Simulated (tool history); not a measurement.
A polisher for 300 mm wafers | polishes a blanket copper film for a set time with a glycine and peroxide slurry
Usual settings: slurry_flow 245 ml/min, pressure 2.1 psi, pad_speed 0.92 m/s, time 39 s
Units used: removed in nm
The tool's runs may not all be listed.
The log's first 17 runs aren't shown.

run	hour	slurry_flow	pressure	pad_speed	time	wafers since the last listed run	wafers polished on this pad	hours since the slurry nozzle was cleaned	hours since the head pressure was calibrated	incoming thickness of the incoming film, nm	removed
18	1220.6	295	2.1	0.92	39	1165	6514	313.8	507.9	1331.1	175.9
# hour 1236.5: head pressure recalibrated
19	1282.5	205	1.9	0.92	53	793	7308	375.7	46	1316.6	205.1
# hour 1295.2: worn pad replaced by a new one
20	1343.9	245	1.5	1.02	39	760	644	437.1	107.4	1310.3	148
21	1490.9	205	2.1	0.76	50	1948	2593	584.1	254.4	1319.8	176.6
22	1572.6	245	2.1	0.92	39	1082	3676	665.8	336.1	1302.1	164.7
23	1611.2	245	2.1	0.92	39	511	4188	704.4	374.7	1294.9	165.6
# hour 1658.1: slurry nozzle cleaned
24	1675	185	2.7	1.04	39	832	5020	16.9	438.5	1292.9	222.4
25	1752.5	245	2.1	1	50	1027	6047	94.4	516	1320.2	241.6
26	1840.3	245	2.1	0.92	39	1163	7211	182.2	603.8	1300.7	176.2
# hour 1858.5: head pressure recalibrated
# hour 1888: worn pad replaced by a new one
27	1888.5	305	2.8	0.66	53	559	6	230.4	30	1321.4	222.9
28	1969.4	320	2.1	1.1	39	1072	1078	311.3	110.9	1307	198.1
29	2025.6	310	2.1	0.92	39	744	1823	367.5	167.1	1293.7	174
30	2080.9	285	1.6	0.92	39	733	2556	422.8	222.4	1305.7	144.4
31	2120	245	2.1	0.92	39	518	3074	461.9	261.5	1288.6	163.6
32	2212	245	2.1	0.92	39	1219	4294	553.9	353.5	1308.3	167.2
33	2292.3	245	2.1	0.92	39	1064	5358	634.2	433.8	1315.1	166.2
34	2349.7	245	2.1	0.92	39	760	6119	691.6	491.2	1323.7	168
# hour 2354.1: head pressure recalibrated
# hour 2402.5: slurry nozzle cleaned
# hour 2413.3: worn pad replaced by a new one
35	2414.5	185	1.7	0.92	39	766	15	12	60.4	1321.4	148.2
36	2521.6	325	1.9	0.62	49	1419	1435	119.1	167.5	1305.8	165.2
37	2557.7	245	2.1	0.92	39	478	1913	155.2	203.6	1305.4	171.7

Alternative continuations, all from the tool just after run 37; predict every row:
A	2558.1	245	2.1	0.92	39	5	1919	155.6	204	1313.8	?
B	2558.1	185	2.4	0.62	30	5	1919	155.6	204	1313.8	?
C	2558.1	245	1.9	0.92	44	5	1919	155.6	204	1313.8	?

run	removed
A	174
B	105.3
C	185.1
What these runs would have given with no unlogged condition in the tool:
run	removed
A	176.2
B	107.9
C	187.6
